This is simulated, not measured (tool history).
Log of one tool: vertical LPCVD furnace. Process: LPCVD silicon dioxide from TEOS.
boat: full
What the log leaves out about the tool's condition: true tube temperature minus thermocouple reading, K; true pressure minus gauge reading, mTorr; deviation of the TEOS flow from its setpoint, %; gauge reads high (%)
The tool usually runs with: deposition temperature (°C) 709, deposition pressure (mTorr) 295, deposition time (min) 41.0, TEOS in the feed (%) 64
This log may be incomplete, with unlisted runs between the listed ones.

run	hour	deposition temperature (°C)	deposition pressure (mTorr)	deposition time (min)	TEOS in the feed (%)	wafers since the last listed run	hours since the last temperature calibration	hours since the pressure gauge was zeroed	hours since the TEOS flow controller was replaced	hours since the gauge calibration	read-back reference wafer on the same gauge, thickness	film thickness on the monitor wafer in the middle of the boat (angstrom)
1	0.0	709	295	41.0	64	0	2074.5	3687.3	2437.0	445.9	331.01	3788.0
2	36.7	709	295	41.0	64	430	2111.2	3724.0	2473.7	482.6	331.12	3789.5
3	95.5	709	295	41.0	64	689	2170.0	3782.8	2532.5	541.4	330.92	3801.4
4	132.7	709	295	41.0	64	436	2207.2	3820.0	2569.7	578.6	330.90	3795.3
5	189.0	709	335	41.0	64	660	2263.5	3876.3	2626.0	634.9	331.10	4060.1
6	227.2	703	295	41.0	64	447	2301.7	3914.5	2664.2	673.1	330.87	3310.4
7	262.3	703	295	41.0	64	411	2336.8	3949.6	2699.3	708.2	330.95	3306.2
8	331.1	709	240	41.0	64	806	2405.6	4018.4	2768.1	777.0	331.00	3401.5
9	389.5	709	240	41.0	64	684	2464.0	4076.8	2826.5	835.4	330.96	3413.2
# hour 419.9: gauge calibrated
10	433.2	709	240	41.0	64	512	2507.7	4120.5	2870.2	13.3	330.83	3415.2
11	465.5	709	295	41.0	64	378	2540.0	4152.8	2902.5	45.6	330.80	3800.2
12	517.9	709	295	41.0	64	614	2592.4	4205.2	2954.9	98.0	331.03	3794.1
# hour 647.4: pressure gauge zeroed
13	647.9	709	295	41.0	64	1242	2722.4	0.5	3084.9	228.0	331.09	3889.6
14	683.5	716	295	34.5	53	417	2758.0	36.1	3120.5	263.6	331.04	3491.7
15	731.9	709	295	41.0	64	567	2806.4	84.5	3168.9	312.0	331.08	3894.0
16	774.9	709	295	41.0	64	504	2849.4	127.5	3211.9	355.0	330.92	3904.0
# hour 808.7: thermocouples replaced and temperature profile calibrated
# hour 815.1: TEOS flow controller replaced
17	815.6	713	355	46.0	75	120	6.9	168.2	0.5	395.7	331.05	5493.5
18	832.1	699	295	27.0	53	193	23.4	184.7	17.0	412.2	330.95	1782.2
19	903.1	709	245	41.0	56	832	94.4	255.7	88.0	483.2	330.89	3210.8
20	974.9	709	270	29.5	64	841	166.2	327.5	159.8	555.0	331.06	2587.8
21	1031.4	717	235	56.0	71	662	222.7	384.0	216.3	611.5	330.94	5789.6
22	1059.1	709	325	50.5	64	324	250.4	411.7	244.0	639.2	331.02	4859.0
23	1111.1	709	295	41.0	64	609	302.4	463.7	296.0	691.2	330.99	3770.6
24	1195.7	709	295	55.0	73	991	387.0	548.3	380.6	775.8	331.04	5403.2
25	1256.3	698	325	32.5	56	710	447.6	608.9	441.2	836.4	331.14	2277.3
26	1301.5	709	270	41.0	71	529	492.8	654.1	486.4	881.6	330.90	3803.8
27	1326.3	709	275	50.5	55	290	517.6	678.9	511.2	906.4	331.00	4169.2

Alternative continuations, all from the tool just after run 27; predict every row:
A	1331.7	709	295	41.0	64	63	523.0	684.3	516.6	911.8	?	?
B	1331.7	705	295	41.0	64	63	523.0	684.3	516.6	911.8	?	?
C	1331.7	718	360	46.0	64	63	523.0	684.3	516.6	911.8	?	?
D	1331.7	709	360	41.0	64	63	523.0	684.3	516.6	911.8	?	?
E	1331.7	705	295	41.0	52	63	523.0	684.3	516.6	911.8	?	?

run	read-back reference wafer on the same gauge, thickness	film thickness on the monitor wafer in the middle of the boat (angstrom)
A	330.99	3772.7
B	330.99	3442.4
C	330.99	5730.7
D	330.99	4167.7
E	330.99	3102.9
With no hidden state in the tool, these same runs would have given:
run	film thickness on the monitor wafer in the middle of the boat (angstrom)
A	3736.5
B	3409.2
C	5676.7
D	4127.7
E	3073.0
